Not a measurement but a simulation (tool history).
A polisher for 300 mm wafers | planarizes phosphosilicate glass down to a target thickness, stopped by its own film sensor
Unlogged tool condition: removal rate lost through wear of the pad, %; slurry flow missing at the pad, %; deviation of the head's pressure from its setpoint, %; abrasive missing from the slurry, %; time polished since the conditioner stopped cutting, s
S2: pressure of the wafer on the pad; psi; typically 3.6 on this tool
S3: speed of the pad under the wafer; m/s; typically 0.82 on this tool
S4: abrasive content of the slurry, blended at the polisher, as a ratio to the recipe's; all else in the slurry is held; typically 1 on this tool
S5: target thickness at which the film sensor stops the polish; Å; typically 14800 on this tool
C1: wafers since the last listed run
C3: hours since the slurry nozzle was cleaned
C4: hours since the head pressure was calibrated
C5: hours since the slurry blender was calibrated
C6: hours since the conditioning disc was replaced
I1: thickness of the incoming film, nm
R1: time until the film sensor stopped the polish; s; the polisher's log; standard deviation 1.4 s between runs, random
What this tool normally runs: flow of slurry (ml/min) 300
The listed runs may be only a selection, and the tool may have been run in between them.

run 1 hour=0 | flow_of_slurry_(ml/min)=300 S2=3.6 S3=0.82 S4=1.25 S5=14800 | C1=0 wafers_polished_on_this_pad=2544 C3=196.5 C4=404.2 C5=311.9 C6=294.6 | I1=2272 | R1=71.1
-- hour=41.1 slurry blender recalibrated
-- hour=51.8 conditioning disc replaced and pad reconditioned
run 2 hour=78.4 | flow_of_slurry_(ml/min)=365 S2=3.6 S3=0.82 S4=1 S5=14800 | C1=705 wafers_polished_on_this_pad=3249 C3=274.9 C4=482.6 C5=37.3 C6=26.6 | I1=2221.3 | R1=71
-- hour=87.2 head pressure recalibrated
run 3 hour=173.7 | flow_of_slurry_(ml/min)=300 S2=3.6 S3=0.82 S4=1 S5=14800 | C1=885 wafers_polished_on_this_pad=4135 C3=370.2 C4=86.5 C5=132.6 C6=121.9 | I1=2247.4 | R1=78
-- hour=195.7 worn pad replaced by a new one
run 4 hour=258.2 | flow_of_slurry_(ml/min)=300 S2=3.6 S3=0.82 S4=1 S5=16000 | C1=763 wafers_polished_on_this_pad=592 C3=454.7 C4=171 C5=217.1 C6=206.4 | I1=2308 | R1=70.8
run 5 hour=351.7 | flow_of_slurry_(ml/min)=300 S2=3.6 S3=0.82 S4=1 S5=14800 | C1=886 wafers_polished_on_this_pad=1479 C3=548.2 C4=264.5 C5=310.6 C6=299.9 | I1=2272.4 | R1=77.6
run 6 hour=432.2 | flow_of_slurry_(ml/min)=300 S2=3.6 S3=0.82 S4=1 S5=14800 | C1=763 wafers_polished_on_this_pad=2243 C3=628.7 C4=345 C5=391.1 C6=380.4 | I1=2293 | R1=78.8
-- hour=433.8 slurry nozzle cleaned
-- hour=454.1 conditioning disc replaced and pad reconditioned
-- hour=499 slurry blender recalibrated
run 7 hour=523.6 | flow_of_slurry_(ml/min)=300 S2=3.6 S3=0.82 S4=1 S5=14800 | C1=819 wafers_polished_on_this_pad=3062 C3=89.8 C4=436.4 C5=24.6 C6=69.5 | I1=2246.9 | R1=74.4
-- hour=575.8 worn pad replaced by a new one
run 8 hour=580.7 | flow_of_slurry_(ml/min)=300 S2=3.6 S3=0.82 S4=1 S5=14800 | C1=503 wafers_polished_on_this_pad=46 C3=146.9 C4=493.5 C5=81.7 C6=126.6 | I1=2295.5 | R1=80.6
run 9 hour=619 | flow_of_slurry_(ml/min)=300 S2=3.6 S3=0.82 S4=1 S5=14800 | C1=363 wafers_polished_on_this_pad=409 C3=185.2 C4=531.8 C5=120 C6=164.9 | I1=2226.6 | R1=68.9
-- hour=650.8 head pressure recalibrated
run 10 hour=691.2 | flow_of_slurry_(ml/min)=300 S2=3.6 S3=0.82 S4=1 S5=14800 | C1=665 wafers_polished_on_this_pad=1075 C3=257.4 C4=40.4 C5=192.2 C6=237.1 | I1=2261.5 | R1=80.2
run 11 hour=773.6 | flow_of_slurry_(ml/min)=300 S2=4.1 S3=0.82 S4=1 S5=14800 | C1=781 wafers_polished_on_this_pad=1857 C3=339.8 C4=122.8 C5=274.6 C6=319.5 | I1=2261.5 | R1=73.4
-- hour=846.5 conditioning disc replaced and pad reconditioned
run 12 hour=874 | flow_of_slurry_(ml/min)=300 S2=4.1 S3=0.82 S4=1 S5=14800 | C1=933 wafers_polished_on_this_pad=2790 C3=440.2 C4=223.2 C5=375 C6=27.5 | I1=2262.9 | R1=69.9
run 13 hour=910.5 | flow_of_slurry_(ml/min)=300 S2=3.6 S3=0.82 S4=1 S5=17300 | C1=346 wafers_polished_on_this_pad=3136 C3=476.7 C4=259.7 C5=411.5 C6=64 | I1=2237.3 | R1=49.9
-- hour=918.3 slurry blender recalibrated
-- hour=937.1 worn pad replaced by a new one
run 14 hour=974.5 | flow_of_slurry_(ml/min)=370 S2=3.6 S3=0.82 S4=1 S5=16170 | C1=550 wafers_polished_on_this_pad=355 C3=540.7 C4=323.7 C5=56.2 C6=128 | I1=2285.2 | R1=66.6
run 15 hour=1028.9 | flow_of_slurry_(ml/min)=360 S2=4.5 S3=0.82 S4=1 S5=14800 | C1=516 wafers_polished_on_this_pad=871 C3=595.1 C4=378.1 C5=110.6 C6=182.4 | I1=2271 | R1=64.2
run 16 hour=1070.4 | flow_of_slurry_(ml/min)=300 S2=2.6 S3=0.82 S4=1 S5=12150 | C1=393 wafers_polished_on_this_pad=1264 C3=636.6 C4=419.6 C5=152.1 C6=223.9 | I1=2258 | R1=134.2
-- hour=1112 slurry nozzle cleaned
run 17 hour=1144.8 | flow_of_slurry_(ml/min)=300 S2=3.6 S3=0.82 S4=1 S5=14800 | C1=696 wafers_polished_on_this_pad=1961 C3=32.8 C4=494 C5=226.5 C6=298.3 | I1=2253.5 | R1=75.4
-- hour=1189.6 head pressure recalibrated
run 18 hour=1235.9 | flow_of_slurry_(ml/min)=300 S2=3.6 S3=0.82 S4=1 S5=12280 | C1=845 wafers_polished_on_this_pad=2806 C3=123.9 C4=46.3 C5=317.6 C6=389.4 | I1=2237.3 | R1=103.7
-- hour=1259.5 conditioning disc replaced and pad reconditioned
run 19 hour=1297.6 | flow_of_slurry_(ml/min)=200 S2=4.7 S3=0.82 S4=1.3 S5=17090 | C1=566 wafers_polished_on_this_pad=3372 C3=185.6 C4=108 C5=379.3 C6=38.1 | I1=2259.4 | R1=42.4
-- hour=1338.5 worn pad replaced by a new one
-- hour=1356.8 slurry blender recalibrated
run 20 hour=1516 | flow_of_slurry_(ml/min)=300 S2=3.6 S3=0.82 S4=1 S5=12280 | C1=2014 wafers_polished_on_this_pad=1664 C3=404 C4=326.4 C5=159.2 C6=256.5 | I1=2270.3 | R1=102.7
run 21 hour=1616.2 | flow_of_slurry_(ml/min)=300 S2=3.6 S3=0.74 S4=1 S5=13250 | C1=950 wafers_polished_on_this_pad=2615 C3=504.2 C4=426.6 C5=259.4 C6=356.7 | I1=2242.8 | R1=95.6
-- hour=1700.5 head pressure recalibrated
-- hour=1708.2 slurry blender recalibrated
-- hour=1714.7 conditioning disc replaced and pad reconditioned
run 22 hour=1715.2 | flow_of_slurry_(ml/min)=300 S2=3.6 S3=0.82 S4=1 S5=14800 | C1=882 wafers_polished_on_this_pad=3497 C3=603.2 C4=14.7 C5=7 C6=0.5 | I1=2261.8 | R1=77.7
-- hour=1724.9 slurry nozzle cleaned
-- hour=1750.8 worn pad replaced by a new one
run 23 hour=1796.9 | flow_of_slurry_(ml/min)=300 S2=3.6 S3=0.82 S4=1 S5=14800 | C1=727 wafers_polished_on_this_pad=437 C3=72 C4=96.4 C5=88.7 C6=82.2 | I1=2250.3 | R1=80.2

Expected results for the next run?
run 24 hour=1848.9 | flow_of_slurry_(ml/min)=300 S2=3.6 S3=0.82 S4=1 S5=14800 | C1=493 wafers_polished_on_this_pad=930 C3=124 C4=148.4 C5=140.7 C6=134.2 | I1=2227.9 | R1=?

R1: 76.4 s
Minus the tool's unlogged condition, the same run would have read R1 76.5 s.

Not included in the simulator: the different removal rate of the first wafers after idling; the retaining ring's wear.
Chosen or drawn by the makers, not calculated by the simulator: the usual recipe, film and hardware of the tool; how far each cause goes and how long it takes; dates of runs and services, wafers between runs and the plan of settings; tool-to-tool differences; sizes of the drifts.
